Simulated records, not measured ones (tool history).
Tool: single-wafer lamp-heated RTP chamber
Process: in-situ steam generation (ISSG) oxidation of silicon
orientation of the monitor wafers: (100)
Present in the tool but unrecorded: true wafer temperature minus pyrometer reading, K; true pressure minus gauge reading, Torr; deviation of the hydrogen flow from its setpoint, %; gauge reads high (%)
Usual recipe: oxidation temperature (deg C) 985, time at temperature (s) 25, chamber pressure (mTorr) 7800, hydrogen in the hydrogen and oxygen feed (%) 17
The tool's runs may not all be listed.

run,hour,oxidation temperature (deg C),time at temperature (s),chamber pressure (mTorr),hydrogen in the hydrogen and oxygen feed (%),wafers since the last listed run,wafers since the last pyrometer calibration,hours since the pressure gauge was zeroed,hours since the hydrogen flow controller was replaced,hours since the gauge calibration,"read-back reference wafer on the same gauge, thickness",oxide thickness on the monitor wafer (angstrom)
1,0.0,985,25,7800,17,0,3134,5203.1,7791.2,335.7,6.489,56.94
# hour 32.8: pyrometer window cleaned and pyrometer calibrated
2,33.3,985,25,7800,17,392,7,5236.4,7824.5,369.0,6.475,54.74
3,47.9,985,25,7800,24,226,233,5251.0,7839.1,383.6,6.482,59.67
4,59.6,985,25,7800,24,181,414,5262.7,7850.8,395.3,6.483,59.91
# hour 92.9: pressure gauge zeroed
5,93.4,985,25,7800,24,400,814,0.5,7884.6,429.1,6.471,61.18
6,99.3,985,25,7800,17,91,906,6.4,7890.5,435.0,6.490,56.87
7,116.4,985,25,7800,17,265,1171,23.5,7907.6,452.1,6.474,56.79
8,122.6,985,25,7800,17,96,1267,29.7,7913.8,458.3,6.480,56.21
9,129.0,985,25,7800,17,99,1366,36.1,7920.2,464.7,6.486,56.89
10,137.0,985,25,7800,17,124,1490,44.1,7928.2,472.7,6.486,56.17
11,154.8,971,16,8800,21,275,1766,61.9,7946.0,490.5,6.481,46.09
12,171.3,985,25,7800,21,255,2022,78.4,7962.5,507.0,6.472,59.65
# hour 183.5: hydrogen flow controller replaced
13,184.0,985,25,7200,11,72,2095,91.1,0.5,519.7,6.487,52.17
14,190.7,999,30,7800,11,103,2199,97.8,7.2,526.4,6.482,61.16
# hour 196.6: gauge calibrated
15,201.3,985,15,7800,17,164,2363,108.4,17.8,4.7,6.471,44.92
16,208.2,985,25,7800,24,106,2470,115.3,24.7,11.6,6.479,61.46
17,220.8,985,25,7800,17,195,2666,127.9,37.3,24.2,6.478,57.33
18,227.2,991,21,7800,26,99,2765,134.3,43.7,30.6,6.481,59.74
19,240.1,985,25,7800,17,200,2965,147.2,56.6,43.5,6.473,57.22
20,250.8,979,19,7800,11,165,3131,157.9,67.3,54.2,6.470,44.34
21,261.5,985,15,6900,20,165,3297,168.6,78.0,64.9,6.489,46.93
22,269.0,985,15,7800,17,116,3413,176.1,85.5,72.4,6.467,45.62
# hour 285.4: pyrometer window cleaned and pyrometer calibrated
23,285.9,985,25,7800,17,137,7,193.0,102.4,89.3,6.475,54.77
24,301.5,965,25,9000,13,241,249,208.6,118.0,104.9,6.475,48.28
25,316.0,985,25,7800,17,224,473,223.1,132.5,119.4,6.479,55.25
26,333.3,985,25,7800,17,268,742,240.4,149.8,136.7,6.460,55.91
27,339.9,985,25,7800,24,102,844,247.0,156.4,143.3,6.492,60.06
28,346.8,992,29,9100,22,106,951,253.9,163.3,150.2,6.487,64.74
29,379.4,992,35,9200,17,505,1456,286.5,195.9,182.8,6.480,68.75
30,396.5,985,25,7100,17,265,1721,303.6,213.0,199.9,6.490,56.23
31,405.1,985,25,9200,23,133,1855,312.2,221.6,208.5,6.470,59.99

What if the next run were any one of these 4? Each begins from the tool's condition after run 31:
A,405.5,970,25,7800,17,6,1861,312.6,222.0,208.9,?,?
B,405.5,969,18,7800,17,6,1861,312.6,222.0,208.9,?,?
C,405.5,999,25,7800,17,6,1861,312.6,222.0,208.9,?,?
D,405.5,967,16,7800,26,6,1861,312.6,222.0,208.9,?,?

run,"read-back reference wafer on the same gauge, thickness",oxide thickness on the monitor wafer (angstrom)
A,6.491,53.66
B,6.491,46.10
C,6.491,60.54
D,6.491,48.32
Stripped of hidden state, with their random variation kept, the same runs would have yielded:
run,oxide thickness on the monitor wafer (angstrom)
A,51.85
B,44.71
C,58.12
D,46.93
